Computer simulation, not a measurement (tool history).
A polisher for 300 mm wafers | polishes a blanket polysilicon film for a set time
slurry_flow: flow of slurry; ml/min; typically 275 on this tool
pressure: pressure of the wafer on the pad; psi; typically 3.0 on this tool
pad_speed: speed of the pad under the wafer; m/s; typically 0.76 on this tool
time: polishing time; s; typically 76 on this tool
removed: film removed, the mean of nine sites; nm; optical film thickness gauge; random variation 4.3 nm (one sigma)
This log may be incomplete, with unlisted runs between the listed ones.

run	day	slurry_flow	pressure	pad_speed	time	incoming thickness of the incoming film, nm	removed
1	0.000	275	3.0	0.76	76	2268.7	507.1
2	0.333	275	3.0	0.92	76	2216.4	615.7
3	0.933	275	3.0	0.92	76	2252.0	604.5
4	1.504	275	3.0	0.92	76	2255.9	599.0
5	2.083	275	3.0	0.76	76	2225.2	485.0
6	2.504	275	3.0	0.76	76	2251.8	473.3
7	3.233	275	3.0	0.76	76	2200.4	473.9
8	3.975	275	3.0	0.76	76	2236.8	467.1
9	4.254	275	3.0	0.76	76	2245.8	466.6
# day 4.738: worn pad replaced by a new one
10	4.888	220	3.0	0.66	76	2238.7	438.3
# day 5.033: slurry nozzle cleaned
11	5.625	275	3.0	0.76	76	2223.0	498.9
12	6.342	275	3.0	0.76	87	2248.8	575.1
13	6.654	275	3.0	0.76	87	2266.1	563.5
14	7.108	275	3.0	0.76	76	2253.8	496.9
15	7.775	275	3.0	0.64	76	2279.8	406.7
16	8.092	245	3.0	0.76	64	2211.1	400.6
17	8.538	275	3.0	0.76	76	2213.2	478.0
# day 8.900: worn pad replaced by a new one
18	8.921	205	3.0	0.50	95	2276.9	412.0
# day 9.529: head pressure recalibrated
19	9.550	275	3.0	0.98	57	2222.7	490.3
20	10.233	275	3.0	0.76	76	2272.3	499.1
21	10.529	275	3.0	0.76	76	2226.9	502.8
22	11.017	355	2.4	0.58	68	2251.2	296.0
23	11.542	330	3.0	0.76	99	2229.2	653.0
24	11.929	275	3.0	0.76	76	2271.8	490.6
25	12.562	275	3.0	0.56	76	2249.8	350.3
# day 12.950: worn pad replaced by a new one
26	12.983	275	3.9	0.68	60	2254.3	432.2
27	13.421	315	2.7	0.92	66	2240.1	503.7
28	14.100	275	2.7	0.76	76	2296.0	468.1
29	14.696	275	3.3	0.76	76	2267.0	526.0

Each run again, without the hidden state but with its own random variation kept:
Hidden conditions of the tool in this case: removal rate lost through wear of the pad, %; slurry flow missing at the pad, %; deviation of the head's pressure from its setpoint, %.
run	removed
1	519.6
2	634.9
3	630.6
4	631.9
5	517.4
6	509.2
7	517.4
8	517.7
9	520.2
10	444.8
11	513.5
12	600.2
13	591.6
14	526.4
15	436.5
16	432.7
17	520.9
18	416.4
19	501.5
20	517.2
21	524.0
22	311.5
23	694.1
24	525.5
25	380.0
26	439.4
27	516.3
28	486.1
29	552.6

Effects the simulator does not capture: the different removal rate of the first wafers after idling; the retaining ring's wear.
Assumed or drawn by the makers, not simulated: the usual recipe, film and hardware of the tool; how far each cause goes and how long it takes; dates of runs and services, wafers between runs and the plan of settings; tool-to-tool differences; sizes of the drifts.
